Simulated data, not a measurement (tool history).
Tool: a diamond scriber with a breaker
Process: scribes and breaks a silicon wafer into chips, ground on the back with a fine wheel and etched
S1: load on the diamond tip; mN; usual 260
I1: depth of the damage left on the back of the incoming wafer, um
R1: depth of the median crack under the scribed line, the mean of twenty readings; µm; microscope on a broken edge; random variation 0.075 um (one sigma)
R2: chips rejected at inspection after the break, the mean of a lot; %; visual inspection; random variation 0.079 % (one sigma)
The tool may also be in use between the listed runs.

| run | day | S1 | I1 | R1 | R2 |
|---|---|---|---|---|---|
| 1 | 0 | 260 | 0.43 | 8.32 | 1.93 |
| 2 | 2.171 | 313 | 0.34 | 9.57 | 11.27 |
| 3 | 3.696 | 313 | 0.34 | 9.71 | 13.52 |
| 4 | 4.721 | 260 | 0.47 | 8.54 | 3.16 |
|  | 5.825 | load on the tip recalibrated |
| 5 | 7.604 | 260 | 0.45 | 7.85 | 1.67 |
| 6 | 10.283 | 260 | 0.62 | 7.93 | 1.46 |
|  | 13.267 | diamond tip replaced by a new one |
| 7 | 13.288 | 303 | 0.47 | 8.65 | 4.87 |
| 8 | 14.842 | 311 | 0.44 | 8.87 | 5.99 |
| 9 | 17.696 | 214 | 0.62 | 6.95 | 5.28 |
| 10 | 19.717 | 214 | 0.78 | 7.08 | 5.9 |
| 11 | 22.292 | 214 | 0.76 | 7.18 | 4.98 |
| 12 | 24.229 | 260 | 0.57 | 8.25 | 1.88 |
| 13 | 26.217 | 260 | 0.46 | 8.48 | 2.08 |
| 14 | 28.95 | 260 | 0.49 | 8.42 | 2.63 |
|  | 30.362 | load on the tip recalibrated |
| 15 | 31.896 | 309 | 0.54 | 8.97 | 6.03 |
| 16 | 33.65 | 260 | 0.64 | 8.01 | 1.37 |
| 17 | 36.175 | 313 | 0.75 | 8.94 | 7.21 |
| 18 | 37.208 | 195 | 0.45 | 6.59 | 10.35 |
| 19 | 38.525 | 209 | 0.72 | 6.95 | 5.92 |
|  | 39.783 | diamond tip replaced by a new one |
| 20 | 41.15 | 227 | 0.35 | 7.47 | 2.89 |
| 21 | 43.817 | 305 | 0.51 | 8.9 | 6.49 |
| 22 | 45 | 283 | 0.69 | 8.51 | 4.07 |
| 23 | 47.2 | 220 | 0.65 | 7.47 | 3.2 |
| 24 | 49.867 | 329 | 0.4 | 9.72 | 13.53 |
| 25 | 51.783 | 321 | 0.56 | 9.68 | 14.11 |
| 26 | 53.517 | 300 | 0.8 | 9.42 | 10.41 |
| 27 | 56.142 | 260 | 0.71 | 8.67 | 3.48 |
| 28 | 58.775 | 260 | 0.43 | 8.87 | 4.54 |

5 ways to go on from here, each from the tool as it stands after run 28. What would each give?
| A | 58.8 | 186 | 0.57 | ? | ? |
| B | 58.8 | 233 | 0.57 | ? | ? |
| C | 58.8 | 223 | 0.57 | ? | ? |
| D | 58.8 | 332 | 0.57 | ? | ? |
| E | 58.8 | 334 | 0.57 | ? | ? |

| run | R1 | R2 |
|---|---|---|
| A | 7.03 | 6.01 |
| B | 8.17 | 1.72 |
| C | 7.94 | 1.5 |
| D | 10.35 | 20.32 |
| E | 10.39 | 20.83 |
Without the tool's hidden state the same runs would have given:
| run | R1 | R2 |
|---|---|---|
| A | 6.36 | 15.5 |
| B | 7.39 | 3.11 |
| C | 7.18 | 4.63 |
| D | 9.36 | 9.21 |
| E | 9.4 | 9.58 |
